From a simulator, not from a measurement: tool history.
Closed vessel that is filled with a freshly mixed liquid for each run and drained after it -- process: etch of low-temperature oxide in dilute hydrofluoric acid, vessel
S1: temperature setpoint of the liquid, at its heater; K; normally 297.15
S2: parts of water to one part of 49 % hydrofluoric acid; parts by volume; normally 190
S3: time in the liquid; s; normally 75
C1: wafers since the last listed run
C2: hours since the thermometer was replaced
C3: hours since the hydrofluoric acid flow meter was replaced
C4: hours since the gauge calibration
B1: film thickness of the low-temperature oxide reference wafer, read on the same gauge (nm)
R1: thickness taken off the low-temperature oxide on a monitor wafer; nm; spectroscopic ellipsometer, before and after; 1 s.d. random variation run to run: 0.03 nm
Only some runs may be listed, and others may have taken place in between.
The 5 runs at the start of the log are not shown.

run 6 day=4.15 | S1=297.15 S2=220 S3=50 | C1=2875 C2=881.6 C3=618.4 C4=615 | B1=82.472 | R1=2.461
run 7 day=4.904 | S1=297.15 S2=190 S3=75 | C1=1832 C2=899.7 C3=636.5 C4=633.1 | B1=82.487 | R1=4.341
run 8 day=6.354 | S1=297.15 S2=190 S3=75 | C1=3523 C2=934.5 C3=671.3 C4=667.9 | B1=82.523 | R1=4.366
run 9 day=7.458 | S1=297.15 S2=190 S3=75 | C1=2682 C2=961 C3=697.8 C4=694.4 | B1=82.587 | R1=4.325
run 10 day=8.425 | S1=297.15 S2=190 S3=75 | C1=2348 C2=984.2 C3=721 C4=717.6 | B1=82.557 | R1=4.368
-- day=8.546 hydrofluoric acid flow meter replaced
-- day=9.062 thermometer replaced
run 11 day=9.492 | S1=297.15 S2=190 S3=75 | C1=2389 C2=10.3 C3=22.7 C4=743.2 | B1=82.591 | R1=4.425
run 12 day=10.967 | S1=297.15 S2=190 S3=95 | C1=3584 C2=45.7 C3=58.1 C4=778.6 | B1=82.563 | R1=5.467
run 13 day=11.883 | S1=297.15 S2=190 S3=95 | C1=2227 C2=67.7 C3=80.1 C4=800.6 | B1=82.595 | R1=5.546
run 14 day=12.504 | S1=297.15 S2=190 S3=75 | C1=1508 C2=82.6 C3=95 C4=815.5 | B1=82.583 | R1=4.322
run 15 day=13.746 | S1=293.65 S2=135 S3=110 | C1=3017 C2=112.4 C3=124.8 C4=845.3 | B1=82.638 | R1=8.312
-- day=14.504 gauge calibrated
run 16 day=17.696 | S1=292.65 S2=135 S3=55 | C1=9597 C2=207.2 C3=219.6 C4=76.6 | B1=80.651 | R1=3.927
run 17 day=18.75 | S1=295.65 S2=245 S3=90 | C1=2561 C2=232.5 C3=244.9 C4=101.9 | B1=80.889 | R1=3.563
run 18 day=19.717 | S1=299.65 S2=105 S3=100 | C1=2348 C2=255.7 C3=268.1 C4=125.1 | B1=80.984 | R1=12.457
run 19 day=20.804 | S1=299.65 S2=190 S3=75 | C1=2642 C2=281.8 C3=294.2 C4=151.2 | B1=81.153 | R1=4.67

For run 20, what comes out?
run 20 day=21.754 | S1=297.15 S2=190 S3=75 | C1=2308 C2=304.6 C3=317 C4=174 | B1=? | R1=?

Run 20 gave B1 81.284, R1 4.248 nm.
Take away the tool's hidden state, keep the run-to-run variation as it was, and the same run would have given R1 4.18 nm.
